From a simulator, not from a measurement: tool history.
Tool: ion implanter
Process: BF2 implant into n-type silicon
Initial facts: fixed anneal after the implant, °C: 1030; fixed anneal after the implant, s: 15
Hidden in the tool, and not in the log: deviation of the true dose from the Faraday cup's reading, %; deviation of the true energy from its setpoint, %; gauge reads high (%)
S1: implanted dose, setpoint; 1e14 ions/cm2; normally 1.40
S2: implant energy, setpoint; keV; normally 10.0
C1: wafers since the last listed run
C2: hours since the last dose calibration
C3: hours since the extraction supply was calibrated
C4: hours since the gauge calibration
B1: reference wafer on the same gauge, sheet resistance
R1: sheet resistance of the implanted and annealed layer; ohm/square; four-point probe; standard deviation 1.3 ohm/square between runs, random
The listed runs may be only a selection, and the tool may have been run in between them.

run,hour,S1,S2,C1,C2,C3,C4,B1,R1
1,0.0,1.40,10.0,0,1704.3,3800.8,83.4,1033.85,824.27
2,16.1,1.40,10.0,136,1720.4,3816.9,99.5,1034.97,825.32
# hour 22.6: gauge calibrated
3,27.0,1.11,8.0,92,1731.3,3827.8,4.4,1033.34,1041.70
4,44.9,1.11,8.0,152,1749.2,3845.7,22.3,1034.26,1038.70
5,60.8,1.11,8.0,135,1765.1,3861.6,38.2,1034.70,1039.76
6,70.9,1.40,10.0,85,1775.2,3871.7,48.3,1034.26,820.91
7,77.3,1.40,10.0,54,1781.6,3878.1,54.7,1034.41,819.83
# hour 91.5: extraction supply calibrated
8,92.0,1.68,7.5,57,1796.3,0.5,69.4,1034.19,727.07
9,104.2,1.40,10.0,103,1808.5,12.7,81.6,1034.32,822.18
10,118.3,1.40,12.5,119,1822.6,26.8,95.7,1034.82,798.01
# hour 130.4: Faraday cup replaced and dose calibrated
11,130.9,1.40,10.0,39,0.5,39.4,108.3,1033.49,866.41
# hour 135.2: gauge calibrated
12,142.0,1.01,10.0,94,11.6,50.5,6.8,1034.77,1152.21
13,150.5,1.64,10.0,72,20.1,59.0,15.3,1034.29,750.37
14,158.6,1.81,12.5,68,28.2,67.1,23.4,1034.33,670.22
15,171.8,0.98,12.0,112,41.4,80.3,36.6,1033.64,1152.79
16,179.9,1.28,10.0,68,49.5,88.4,44.7,1033.91,933.92
17,187.2,1.40,10.0,62,56.8,95.7,52.0,1033.68,865.76
18,199.8,1.62,8.0,107,69.4,108.3,64.6,1033.79,781.06

Forecast each of these 4 alternatives for the next run:
A,200.2,1.19,10.0,3,69.8,108.7,65.0,?,?
B,200.2,1.40,7.5,3,69.8,108.7,65.0,?,?
C,200.2,1.72,13.5,3,69.8,108.7,65.0,?,?
D,200.2,0.99,12.0,3,69.8,108.7,65.0,?,?

run,B1,R1
A,1034.08,999.97
B,1034.08,899.24
C,1034.08,696.25
D,1034.08,1144.08
With the hidden condition removed and each run's random variation left untouched, the same runs would have given:
run,R1
A,998.36
B,897.79
C,695.13
D,1142.31
